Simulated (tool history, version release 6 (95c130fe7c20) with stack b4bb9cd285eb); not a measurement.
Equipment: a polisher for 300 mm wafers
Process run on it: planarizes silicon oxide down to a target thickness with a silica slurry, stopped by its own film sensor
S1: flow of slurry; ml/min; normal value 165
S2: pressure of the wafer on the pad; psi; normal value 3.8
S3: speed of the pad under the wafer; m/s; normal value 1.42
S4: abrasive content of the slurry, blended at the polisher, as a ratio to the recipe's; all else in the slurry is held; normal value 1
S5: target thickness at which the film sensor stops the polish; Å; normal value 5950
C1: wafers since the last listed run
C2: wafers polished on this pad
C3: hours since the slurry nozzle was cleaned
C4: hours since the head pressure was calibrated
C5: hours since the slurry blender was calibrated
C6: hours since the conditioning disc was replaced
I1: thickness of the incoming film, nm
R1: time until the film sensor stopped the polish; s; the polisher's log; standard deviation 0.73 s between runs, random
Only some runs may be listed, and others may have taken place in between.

Run 1, hour 0: usual settings; C1 0; C2 240; C3 243.5; C4 493.7; C5 108.9; C6 180.6; I1 836.9. Result: R1 68.5 s.
Run 2, hour 68.1: usual settings; C1 706; C2 947; C3 311.6; C4 561.8; C5 177; C6 248.7; I1 847.4. Result: R1 70.8 s.
At hour 86.2: worn pad replaced by a new one.
Run 3, hour 106.8: usual settings but S3 1.72 m/s; C1 359; C2 213; C3 350.3; C4 600.5; C5 215.7; C6 287.4; I1 853.1. Result: R1 61.7 s.
Run 4, hour 155.9: usual settings but S3 1.72 m/s; C1 509; C2 722; C3 399.4; C4 649.6; C5 264.8; C6 336.5; I1 849.6. Result: R1 61.6 s.
At hour 179.1: slurry blender recalibrated.
At hour 191.8: worn pad replaced by a new one.
At hour 212.6: conditioning disc replaced and pad reconditioned.
Run 5, hour 213.1: usual settings but S3 1.72 m/s; C1 510; C2 200; C3 456.6; C4 706.8; C5 34; C6 0.5; I1 847.7. Result: R1 59.3 s.
At hour 219.9: slurry nozzle cleaned.
Run 6, hour 244.6: usual settings but S4 1.15; C1 316; C2 517; C3 24.7; C4 738.3; C5 65.5; C6 32; I1 846.5. Result: R1 66.3 s.
At hour 293.7: worn pad replaced by a new one.
Run 7, hour 294.2: usual settings; C1 472; C2 5; C3 74.3; C4 787.9; C5 115.1; C6 81.6; I1 838.9. Result: R1 65.6 s.
Run 8, hour 327.7: usual settings but S2 4.6 psi, S3 1.9 m/s, S4 0.8; C1 347; C2 352; C3 107.8; C4 821.4; C5 148.6; C6 115.1; I1 839.2. Result: R1 47.3 s.
Run 9, hour 365.6: usual settings but S2 4.5 psi, S4 0.8; C1 393; C2 746; C3 145.7; C4 859.3; C5 186.5; C6 153; I1 851.4. Result: R1 63.8 s.
Run 10, hour 395.7: usual settings; C1 312; C2 1058; C3 175.8; C4 889.4; C5 216.6; C6 183.1; I1 860.4. Result: R1 69.3 s.
At hour 401.9: head pressure recalibrated.
At hour 409.5: slurry blender recalibrated.
At hour 416.9: worn pad replaced by a new one.
Run 11, hour 425.4: usual settings but S1 225 ml/min; C1 225; C2 88; C3 205.5; C4 23.5; C5 15.9; C6 212.8; I1 835.7. Result: R1 69.2 s.
Run 12, hour 491.8: usual settings; C1 688; C2 777; C3 271.9; C4 89.9; C5 82.3; C6 279.2; I1 840.9. Result: R1 73.1 s.
Run 13, hour 533.2: usual settings but S3 1.04 m/s, S5 6840 Å; C1 429; C2 1206; C3 313.3; C4 131.3; C5 123.7; C6 320.6; I1 862.6. Result: R1 68.6 s.
At hour 543.7: worn pad replaced by a new one.
Run 14, hour 573.8: usual settings but S3 1.02 m/s, S5 5070 Å; C1 379; C2 312; C3 353.9; C4 171.9; C5 164.3; C6 361.2; I1 846.7. Result: R1 129.6 s.

Alternative continuations, all from the tool just after run 14; predict every row:
Run A, hour 574.2: usual settings but S4 0.7; C1 4; C2 316; C3 354.3; C4 172.3; C5 164.7; C6 361.6; I1 836.8. Result: R1 ?.
Run B, hour 574.2: usual settings but S2 3.2 psi, S3 1.1 m/s; C1 4; C2 316; C3 354.3; C4 172.3; C5 164.7; C6 361.6; I1 836.8. Result: R1 ?.
Run C, hour 574.2: usual settings but S4 0.85; C1 4; C2 316; C3 354.3; C4 172.3; C5 164.7; C6 361.6; I1 836.8. Result: R1 ?.
Run D, hour 574.2: usual settings but S1 210 ml/min, S3 1.06 m/s; C1 4; C2 316; C3 354.3; C4 172.3; C5 164.7; C6 361.6; I1 836.8. Result: R1 ?.
Run E, hour 574.2: usual settings but S1 220 ml/min, S2 3.5 psi, S3 0.98 m/s; C1 4; C2 316; C3 354.3; C4 172.3; C5 164.7; C6 361.6; I1 836.8. Result: R1 ?.

run     R1
  A   79.1
  B    101
  C   75.2
  D   88.6
  E  100.1
The same runs, with their run-to-run variation unchanged, on a tool lacking any hidden condition would have given:
run     R1
  A   79.1
  B  100.9
  C   75.2
  D   88.5
  E    100
